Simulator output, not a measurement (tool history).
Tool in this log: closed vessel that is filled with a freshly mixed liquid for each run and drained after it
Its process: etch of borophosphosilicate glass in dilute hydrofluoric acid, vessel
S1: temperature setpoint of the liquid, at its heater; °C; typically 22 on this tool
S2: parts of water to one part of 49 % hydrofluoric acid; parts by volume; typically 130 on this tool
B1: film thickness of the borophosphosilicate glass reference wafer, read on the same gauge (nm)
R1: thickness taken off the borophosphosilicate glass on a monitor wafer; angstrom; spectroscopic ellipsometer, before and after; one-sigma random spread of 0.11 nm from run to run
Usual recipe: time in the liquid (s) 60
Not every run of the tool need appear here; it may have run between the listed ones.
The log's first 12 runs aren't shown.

{"run": 13, "hour": 759.5, "S1": 22, "S2": 130, "time in the liquid (s)": 60, "B1": 89.96, "R1": 213}
{"run": 14, "hour": 803.0, "S1": 20.5, "S2": 150, "time in the liquid (s)": 80, "B1": 89.97, "R1": 229.3}
{"hour": 810.5, "done": "hydrofluoric acid flow meter replaced"}
{"run": 15, "hour": 889.8, "S1": 26, "S2": 110, "time in the liquid (s)": 30, "B1": 90.01, "R1": 148.9}
{"run": 16, "hour": 985.8, "S1": 27, "S2": 150, "time in the liquid (s)": 30, "B1": 90.03, "R1": 107.3}
{"hour": 992.3, "done": "gauge calibrated"}
{"run": 17, "hour": 1128.2, "S1": 22, "S2": 160, "time in the liquid (s)": 45, "B1": 90.05, "R1": 123.4}
{"run": 18, "hour": 1180.5, "S1": 22, "S2": 130, "time in the liquid (s)": 60, "B1": 90.02, "R1": 209.9}
{"run": 19, "hour": 1251.4, "S1": 22, "S2": 130, "time in the liquid (s)": 60, "B1": 90.03, "R1": 209.8}
{"run": 20, "hour": 1344.3, "S1": 22, "S2": 130, "time in the liquid (s)": 60, "B1": 90.02, "R1": 209.8}
{"run": 21, "hour": 1445.0, "S1": 24, "S2": 185, "time in the liquid (s)": 60, "B1": 90.01, "R1": 150.2}
{"hour": 1478.2, "done": "thermometer replaced"}
{"run": 22, "hour": 1551.8, "S1": 18.5, "S2": 80, "time in the liquid (s)": 45, "B1": 90, "R1": 235.7}
{"run": 23, "hour": 1659.3, "S1": 20.5, "S2": 195, "time in the liquid (s)": 60, "B1": 90.02, "R1": 123.6}
{"run": 24, "hour": 1739.0, "S1": 22, "S2": 130, "time in the liquid (s)": 60, "B1": 89.95, "R1": 212.6}
{"run": 25, "hour": 1818.3, "S1": 25.5, "S2": 80, "time in the liquid (s)": 60, "B1": 90, "R1": 417}
{"run": 26, "hour": 1888.7, "S1": 22, "S2": 130, "time in the liquid (s)": 60, "B1": 90, "R1": 211.3}
{"run": 27, "hour": 1966.0, "S1": 22, "S2": 130, "time in the liquid (s)": 60, "B1": 90.06, "R1": 212.2}
{"run": 28, "hour": 2036.2, "S1": 22, "S2": 130, "time in the liquid (s)": 60, "B1": 90.03, "R1": 212.4}
{"run": 29, "hour": 2077.8, "S1": 20, "S2": 145, "time in the liquid (s)": 50, "B1": 90.01, "R1": 144.8}
{"run": 30, "hour": 2144.4, "S1": 22, "S2": 160, "time in the liquid (s)": 70, "B1": 90.03, "R1": 196.8}
{"hour": 2223.9, "done": "hydrofluoric acid flow meter replaced"}
{"run": 31, "hour": 2225.4, "S1": 19.5, "S2": 80, "time in the liquid (s)": 60, "B1": 90.02, "R1": 323.7}

5 ways to go on from here, each from the tool as it stands after run 31. What would each give?
{"run": "A", "hour": 2226.1, "S1": 22, "S2": 130, "time in the liquid (s)": 60, "B1": "?", "R1": "?"}
{"run": "B", "hour": 2226.1, "S1": 22, "S2": 100, "time in the liquid (s)": 60, "B1": "?", "R1": "?"}
{"run": "C", "hour": 2226.1, "S1": 17.5, "S2": 100, "time in the liquid (s)": 45, "B1": "?", "R1": "?"}
{"run": "D", "hour": 2226.1, "S1": 19, "S2": 85, "time in the liquid (s)": 30, "B1": "?", "R1": "?"}
{"run": "E", "hour": 2226.1, "S1": 22, "S2": 90, "time in the liquid (s)": 60, "B1": "?", "R1": "?"}

run=A B1=90 R1=208.2
run=B B1=90 R1=280.1
run=C B1=90 R1=174.6
run=D B1=90 R1=148.2
run=E B1=90 R1=314.9
With no hidden state in the tool, these same runs would have given:
run=A R1=207.9
run=B R1=279.8
run=C R1=174.3
run=D R1=148
run=E R1=314.5

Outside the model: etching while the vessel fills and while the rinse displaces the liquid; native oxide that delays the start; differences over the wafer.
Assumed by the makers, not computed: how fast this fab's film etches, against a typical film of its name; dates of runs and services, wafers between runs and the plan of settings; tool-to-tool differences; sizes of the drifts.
